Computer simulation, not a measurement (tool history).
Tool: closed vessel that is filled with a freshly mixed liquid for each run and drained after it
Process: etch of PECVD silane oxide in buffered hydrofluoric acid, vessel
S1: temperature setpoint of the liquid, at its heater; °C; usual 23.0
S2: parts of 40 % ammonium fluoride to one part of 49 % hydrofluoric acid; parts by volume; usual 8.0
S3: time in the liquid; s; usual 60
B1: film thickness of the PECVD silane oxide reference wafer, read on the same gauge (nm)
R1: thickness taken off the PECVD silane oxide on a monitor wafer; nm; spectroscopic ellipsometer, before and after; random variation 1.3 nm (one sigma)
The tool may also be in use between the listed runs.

Run 1, hour 0.0: usual settings but S2 7.0 parts by volume; B1 40.01. Result: R1 251.46 nm.
Run 2, hour 10.1: usual settings but S2 7.0 parts by volume; B1 40.02. Result: R1 252.63 nm.
Run 3, hour 20.1: usual settings; B1 39.99. Result: R1 217.16 nm.
Run 4, hour 27.9: usual settings; B1 39.98. Result: R1 215.68 nm.
Run 5, hour 39.2: usual settings; B1 40.00. Result: R1 217.00 nm.
Run 6, hour 51.0: usual settings; B1 40.03. Result: R1 215.60 nm.
Run 7, hour 88.0: usual settings; B1 40.00. Result: R1 215.18 nm.
At hour 97.8: hydrofluoric acid flow meter replaced.
Run 8, hour 101.7: usual settings; B1 40.03. Result: R1 201.47 nm.
At hour 103.6: thermometer replaced.
Run 9, hour 115.3: usual settings; B1 40.03. Result: R1 205.19 nm.
Run 10, hour 126.3: usual settings but S1 21.5 °C, S3 90 s; B1 39.99. Result: R1 280.24 nm.
Run 11, hour 133.1: usual settings but S1 26.0 °C; B1 40.00. Result: R1 239.13 nm.
Run 12, hour 150.9: usual settings but S2 10.5 parts by volume; B1 40.01. Result: R1 157.37 nm.
At hour 152.0: gauge calibrated.
At hour 153.8: hydrofluoric acid flow meter replaced, repeated, since the last time left the tool worse.
Run 13, hour 163.1: usual settings; B1 40.00. Result: R1 236.95 nm.
Run 14, hour 180.5: usual settings; B1 40.00. Result: R1 235.20 nm.
Run 15, hour 193.1: usual settings but S1 25.0 °C, S2 10.0 parts by volume; B1 40.00. Result: R1 217.21 nm.
Run 16, hour 208.9: usual settings but S3 40 s; B1 40.00. Result: R1 156.22 nm.
Run 17, hour 215.8: usual settings but S1 25.5 °C, S2 7.0 parts by volume, S3 85 s; B1 39.96. Result: R1 441.18 nm.
Run 18, hour 229.2: usual settings but S1 19.5 °C, S2 7.0 parts by volume, S3 35 s; B1 40.01. Result: R1 131.31 nm.
Run 19, hour 245.9: usual settings but S1 18.0 °C, S2 6.0 parts by volume, S3 45 s; B1 40.02. Result: R1 175.19 nm.

3 ways to go on from here, each from the tool as it stands after run 19. What would each give?
Run A, hour 246.6: usual settings; B1 ?. Result: R1 ?.
Run B, hour 246.6: usual settings but S1 27.5 °C, S3 85 s; B1 ?. Result: R1 ?.
Run C, hour 246.6: usual settings but S3 45 s; B1 ?. Result: R1 ?.

run     B1      R1
  A  40.00  233.39
  B  40.00  421.64
  C  40.00  175.04
Without the tool's hidden state the same runs would have given:
run      R1
  A  238.07
  B  430.09
  C  178.55
